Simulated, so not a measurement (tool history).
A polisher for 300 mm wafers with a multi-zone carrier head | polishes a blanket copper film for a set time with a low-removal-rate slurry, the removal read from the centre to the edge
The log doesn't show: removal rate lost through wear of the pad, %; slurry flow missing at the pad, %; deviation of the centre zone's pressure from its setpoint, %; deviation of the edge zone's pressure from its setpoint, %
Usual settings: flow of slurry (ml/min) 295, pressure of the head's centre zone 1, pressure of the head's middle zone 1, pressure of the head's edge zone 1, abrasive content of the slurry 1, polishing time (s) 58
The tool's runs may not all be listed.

| run | hour | flow of slurry (ml/min) | pressure of the head's centre zone | pressure of the head's middle zone | pressure of the head's edge zone | abrasive content of the slurry | polishing time (s) | wafers since the last listed run | wafers polished on this pad | hours since the slurry nozzle was cleaned | hours since the centre zone pressure was calibrated | hours since the edge zone pressure was calibrated | hours since the carrier head's membrane was replaced | incoming thickness of the incoming film, nm | film removed at the wafer's centre (nm) | film removed at mid-radius (nm) | film removed at the wafer's edge (nm) |
|---|---|---|---|---|---|---|---|---|---|---|---|---|---|---|---|---|---|
| 1 | 0 | 295 | 1.06 | 1 | 1 | 1 | 58 | 0 | 668 | 521.4 | 594.6 | 1326.1 | 972.4 | 1181.5 | 175 | 145.5 | 148.1 |
| 2 | 8.9 | 295 | 1.06 | 1 | 1 | 1 | 58 | 59 | 728 | 530.3 | 603.5 | 1335 | 981.3 | 1168.7 | 174.1 | 146.1 | 151.1 |
| 3 | 18.2 | 295 | 1 | 1 | 1 | 1 | 58 | 62 | 790 | 539.6 | 612.8 | 1344.3 | 990.6 | 1173 | 163.2 | 145.7 | 149.7 |
|  | 31.6 | worn pad replaced by a new one |
| 4 | 33.3 | 295 | 1 | 1 | 1.08 | 1 | 58 | 74 | 11 | 554.7 | 627.9 | 1359.4 | 1005.7 | 1184.3 | 182.4 | 162.1 | 170.3 |
| 5 | 47.5 | 295 | 1 | 1 | 1 | 1 | 58 | 95 | 106 | 568.9 | 642.1 | 1373.6 | 1019.9 | 1164 | 179.4 | 157.2 | 160.8 |
| 6 | 62.3 | 295 | 1 | 1 | 1 | 1 | 58 | 99 | 205 | 583.7 | 656.9 | 1388.4 | 1034.7 | 1170.5 | 174.6 | 153 | 158.7 |
| 7 | 75.1 | 270 | 1 | 1 | 1.08 | 1 | 58 | 85 | 291 | 596.5 | 669.7 | 1401.2 | 1047.5 | 1183.5 | 168.3 | 152 | 159.7 |
| 8 | 82.1 | 270 | 1 | 1 | 1.08 | 1 | 58 | 46 | 338 | 603.5 | 676.7 | 1408.2 | 1054.5 | 1167.5 | 170.5 | 152.1 | 157.7 |
|  | 91.8 | slurry nozzle cleaned |
| 9 | 93.1 | 295 | 1 | 1 | 1.06 | 1 | 49 | 67 | 405 | 1.3 | 687.7 | 1419.2 | 1065.5 | 1168.5 | 144 | 126.8 | 137.6 |
|  | 99.8 | edge zone pressure recalibrated |
|  | 104 | centre zone pressure recalibrated |
| 10 | 104.5 | 295 | 1 | 1 | 1 | 1 | 58 | 49 | 455 | 12.7 | 0.5 | 4.7 | 1076.9 | 1162.6 | 151.1 | 148.5 | 154.7 |
| 11 | 109.3 | 295 | 1.07 | 0.95 | 1.09 | 1 | 74 | 32 | 487 | 17.5 | 5.3 | 9.5 | 1081.7 | 1171.2 | 202.2 | 185.1 | 204.1 |
|  | 121 | carrier head's membrane replaced by a new one |
| 12 | 125.5 | 295 | 1.12 | 1.04 | 1 | 1.1 | 58 | 75 | 562 | 33.7 | 21.5 | 25.7 | 4.5 | 1164.4 | 169.1 | 156.1 | 159.4 |
|  | 134.6 | worn pad replaced by a new one |
| 13 | 138 | 370 | 1.04 | 1 | 1.1 | 0.85 | 58 | 56 | 22 | 46.2 | 34 | 38.2 | 17 | 1152.8 | 168.9 | 160.8 | 171.4 |
| 14 | 145.1 | 295 | 1 | 1 | 1 | 1 | 38 | 47 | 70 | 53.3 | 41.1 | 45.3 | 24.1 | 1159.3 | 106.6 | 105.4 | 110.2 |
| 15 | 153.4 | 295 | 1 | 1 | 1 | 1 | 58 | 55 | 125 | 61.6 | 49.4 | 53.6 | 32.4 | 1176.8 | 162.8 | 158 | 164.3 |
| 16 | 171 | 325 | 1 | 1 | 0.95 | 1 | 74 | 117 | 243 | 79.2 | 67 | 71.2 | 50 | 1161 | 201.8 | 199.8 | 200 |
| 17 | 180.9 | 240 | 0.91 | 1 | 1 | 1 | 58 | 66 | 310 | 89.1 | 76.9 | 81.1 | 59.9 | 1190 | 141.9 | 152.6 | 156.3 |
| 18 | 197.1 | 295 | 0.93 | 1 | 1 | 1 | 70 | 108 | 418 | 105.3 | 93.1 | 97.3 | 76.1 | 1180.2 | 175.2 | 183.1 | 191.9 |
| 19 | 213.1 | 295 | 1 | 1 | 1.06 | 1 | 49 | 107 | 525 | 121.3 | 109.1 | 113.3 | 92.1 | 1169.8 | 130.2 | 128.1 | 130.6 |
| 20 | 222.2 | 295 | 0.96 | 1.05 | 1 | 0.75 | 77 | 60 | 586 | 130.4 | 118.2 | 122.4 | 101.2 | 1184.2 | 183.7 | 192.8 | 193.6 |
| 21 | 235.6 | 295 | 1 | 1 | 1 | 1 | 58 | 89 | 676 | 143.8 | 131.6 | 135.8 | 114.6 | 1174.2 | 153.8 | 148.7 | 154.5 |

Forecast each of these 5 alternatives for the next run:
| A | 236 | 295 | 1 | 1 | 1 | 1 | 58 | 2 | 679 | 144.2 | 132 | 136.2 | 115 | 1160.6 | ? | ? | ? |
| B | 236 | 295 | 1.04 | 1.11 | 1.05 | 1 | 58 | 2 | 679 | 144.2 | 132 | 136.2 | 115 | 1160.6 | ? | ? | ? |
| C | 236 | 295 | 1.07 | 1 | 1 | 1 | 58 | 2 | 679 | 144.2 | 132 | 136.2 | 115 | 1160.6 | ? | ? | ? |
| D | 236 | 295 | 1 | 1 | 1 | 1.25 | 58 | 2 | 679 | 144.2 | 132 | 136.2 | 115 | 1160.6 | ? | ? | ? |
| E | 236 | 295 | 0.96 | 1 | 1.08 | 1 | 58 | 2 | 679 | 144.2 | 132 | 136.2 | 115 | 1160.6 | ? | ? | ? |

| run | film removed at the wafer's centre (nm) | film removed at mid-radius (nm) | film removed at the wafer's edge (nm) |
|---|---|---|---|
| A | 154.6 | 151.6 | 154.4 |
| B | 160.9 | 162.8 | 157.5 |
| C | 165.4 | 151.6 | 154.4 |
| D | 163.3 | 160.2 | 163.2 |
| E | 148.4 | 151.6 | 159.6 |
Without the tool's hidden state the same runs would have given:
| run | film removed at the wafer's centre (nm) | film removed at mid-radius (nm) | film removed at the wafer's edge (nm) |
|---|---|---|---|
| A | 165.4 | 167 | 170.1 |
| B | 172.2 | 179.4 | 173.4 |
| C | 177.1 | 167 | 170.1 |
| D | 174.8 | 176.5 | 179.7 |
| E | 158.8 | 167 | 175.8 |
